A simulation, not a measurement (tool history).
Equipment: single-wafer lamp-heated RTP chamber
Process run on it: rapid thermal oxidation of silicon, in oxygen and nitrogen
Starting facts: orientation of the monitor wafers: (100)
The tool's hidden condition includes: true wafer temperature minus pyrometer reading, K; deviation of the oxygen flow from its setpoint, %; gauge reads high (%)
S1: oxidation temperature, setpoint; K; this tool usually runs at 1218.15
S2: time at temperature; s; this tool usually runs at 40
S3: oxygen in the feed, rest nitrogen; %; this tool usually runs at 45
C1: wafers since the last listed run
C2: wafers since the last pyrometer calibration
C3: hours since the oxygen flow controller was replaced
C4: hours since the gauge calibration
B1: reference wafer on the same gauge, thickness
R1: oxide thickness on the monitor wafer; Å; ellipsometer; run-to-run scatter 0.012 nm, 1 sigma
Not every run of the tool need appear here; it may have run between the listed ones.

{"run": 1, "hour": 0.0, "S1": 1218.15, "S2": 40, "S3": 45, "C1": 0, "C2": 6558, "C3": 2646.3, "C4": 432.6, "B1": 3.091, "R1": 29.37}
{"run": 2, "hour": 49.6, "S1": 1218.15, "S2": 40, "S3": 45, "C1": 410, "C2": 6968, "C3": 2695.9, "C4": 482.2, "B1": 3.092, "R1": 29.26}
{"run": 3, "hour": 63.9, "S1": 1218.15, "S2": 40, "S3": 45, "C1": 118, "C2": 7087, "C3": 2710.2, "C4": 496.5, "B1": 3.089, "R1": 29.81}
{"run": 4, "hour": 72.3, "S1": 1218.15, "S2": 40, "S3": 45, "C1": 69, "C2": 7156, "C3": 2718.6, "C4": 504.9, "B1": 3.09, "R1": 29.53}
{"run": 5, "hour": 85.4, "S1": 1218.15, "S2": 40, "S3": 45, "C1": 108, "C2": 7265, "C3": 2731.7, "C4": 518.0, "B1": 3.095, "R1": 29.53}
{"run": 6, "hour": 103.2, "S1": 1230.15, "S2": 40, "S3": 45, "C1": 147, "C2": 7412, "C3": 2749.5, "C4": 535.8, "B1": 3.097, "R1": 31.44}
{"run": 7, "hour": 114.8, "S1": 1230.15, "S2": 40, "S3": 45, "C1": 95, "C2": 7508, "C3": 2761.1, "C4": 547.4, "B1": 3.089, "R1": 31.52}
{"run": 8, "hour": 129.7, "S1": 1230.15, "S2": 40, "S3": 45, "C1": 123, "C2": 7631, "C3": 2776.0, "C4": 562.3, "B1": 3.089, "R1": 31.51}
{"hour": 143.0, "done": "pyrometer window cleaned and pyrometer calibrated"}
{"run": 9, "hour": 143.5, "S1": 1218.15, "S2": 40, "S3": 45, "C1": 47, "C2": 3, "C3": 2789.8, "C4": 576.1, "B1": 3.091, "R1": 28.44}
{"run": 10, "hour": 148.2, "S1": 1218.15, "S2": 40, "S3": 45, "C1": 38, "C2": 42, "C3": 2794.5, "C4": 580.8, "B1": 3.089, "R1": 28.72}
{"run": 11, "hour": 161.2, "S1": 1218.15, "S2": 40, "S3": 45, "C1": 107, "C2": 150, "C3": 2807.5, "C4": 593.8, "B1": 3.088, "R1": 28.62}
{"hour": 176.2, "done": "gauge calibrated"}
{"run": 12, "hour": 177.9, "S1": 1218.15, "S2": 40, "S3": 55, "C1": 138, "C2": 288, "C3": 2824.2, "C4": 1.7, "B1": 3.093, "R1": 29.78}
{"run": 13, "hour": 190.0, "S1": 1218.15, "S2": 40, "S3": 55, "C1": 100, "C2": 388, "C3": 2836.3, "C4": 13.8, "B1": 3.098, "R1": 29.9}
{"run": 14, "hour": 198.8, "S1": 1218.15, "S2": 40, "S3": 45, "C1": 72, "C2": 461, "C3": 2845.1, "C4": 22.6, "B1": 3.085, "R1": 28.65}
{"run": 15, "hour": 215.5, "S1": 1218.15, "S2": 40, "S3": 45, "C1": 138, "C2": 599, "C3": 2861.8, "C4": 39.3, "B1": 3.094, "R1": 28.86}
{"run": 16, "hour": 228.3, "S1": 1218.15, "S2": 54, "S3": 30, "C1": 105, "C2": 705, "C3": 2874.6, "C4": 52.1, "B1": 3.091, "R1": 28.81}
{"run": 17, "hour": 258.5, "S1": 1218.15, "S2": 40, "S3": 45, "C1": 249, "C2": 955, "C3": 2904.8, "C4": 82.3, "B1": 3.086, "R1": 28.44}
{"run": 18, "hour": 264.9, "S1": 1218.15, "S2": 40, "S3": 54, "C1": 52, "C2": 1008, "C3": 2911.2, "C4": 88.7, "B1": 3.087, "R1": 29.7}
{"run": 19, "hour": 279.8, "S1": 1218.15, "S2": 40, "S3": 45, "C1": 123, "C2": 1131, "C3": 2926.1, "C4": 103.6, "B1": 3.091, "R1": 28.8}
{"run": 20, "hour": 295.9, "S1": 1218.15, "S2": 40, "S3": 45, "C1": 133, "C2": 1264, "C3": 2942.2, "C4": 119.7, "B1": 3.093, "R1": 28.85}
{"run": 21, "hour": 303.5, "S1": 1238.15, "S2": 40, "S3": 23, "C1": 62, "C2": 1327, "C3": 2949.8, "C4": 127.3, "B1": 3.09, "R1": 27.93}
{"run": 22, "hour": 318.5, "S1": 1188.15, "S2": 29, "S3": 71, "C1": 124, "C2": 1451, "C3": 2964.8, "C4": 142.3, "B1": 3.09, "R1": 25.43}
{"run": 23, "hour": 325.7, "S1": 1235.15, "S2": 51, "S3": 29, "C1": 59, "C2": 1511, "C3": 2972.0, "C4": 149.5, "B1": 3.092, "R1": 30.56}
{"run": 24, "hour": 336.4, "S1": 1218.15, "S2": 40, "S3": 45, "C1": 88, "C2": 1599, "C3": 2982.7, "C4": 160.2, "B1": 3.089, "R1": 28.71}
{"run": 25, "hour": 346.8, "S1": 1218.15, "S2": 46, "S3": 36, "C1": 86, "C2": 1685, "C3": 2993.1, "C4": 170.6, "B1": 3.09, "R1": 28.77}
{"hour": 363.5, "done": "oxygen flow controller replaced"}
{"run": 26, "hour": 364.0, "S1": 1237.15, "S2": 40, "S3": 59, "C1": 76, "C2": 1761, "C3": 0.5, "C4": 187.8, "B1": 3.095, "R1": 33.8}
{"run": 27, "hour": 370.7, "S1": 1218.15, "S2": 33, "S3": 21, "C1": 55, "C2": 1817, "C3": 7.2, "C4": 194.5, "B1": 3.087, "R1": 24.55}
{"run": 28, "hour": 381.7, "S1": 1218.15, "S2": 40, "S3": 45, "C1": 90, "C2": 1908, "C3": 18.2, "C4": 205.5, "B1": 3.091, "R1": 28.86}
{"run": 29, "hour": 394.2, "S1": 1232.15, "S2": 50, "S3": 45, "C1": 103, "C2": 2011, "C3": 30.7, "C4": 218.0, "B1": 3.09, "R1": 33.53}
{"run": 30, "hour": 408.2, "S1": 1234.15, "S2": 21, "S3": 60, "C1": 115, "C2": 2127, "C3": 44.7, "C4": 232.0, "B1": 3.085, "R1": 27.65}
{"run": 31, "hour": 423.5, "S1": 1206.15, "S2": 51, "S3": 67, "C1": 126, "C2": 2253, "C3": 60.0, "C4": 247.3, "B1": 3.092, "R1": 31.87}

Predict the results of run 32:
{"run": 32, "hour": 430.3, "S1": 1204.15, "S2": 29, "S3": 45, "C1": 56, "C2": 2310, "C3": 66.8, "C4": 254.1, "B1": "?", "R1": "?"}

B1: 3.087
R1: 25.10 Å
The same run, on a tool lacking any hidden state, would have yielded R1 24.83 Å.
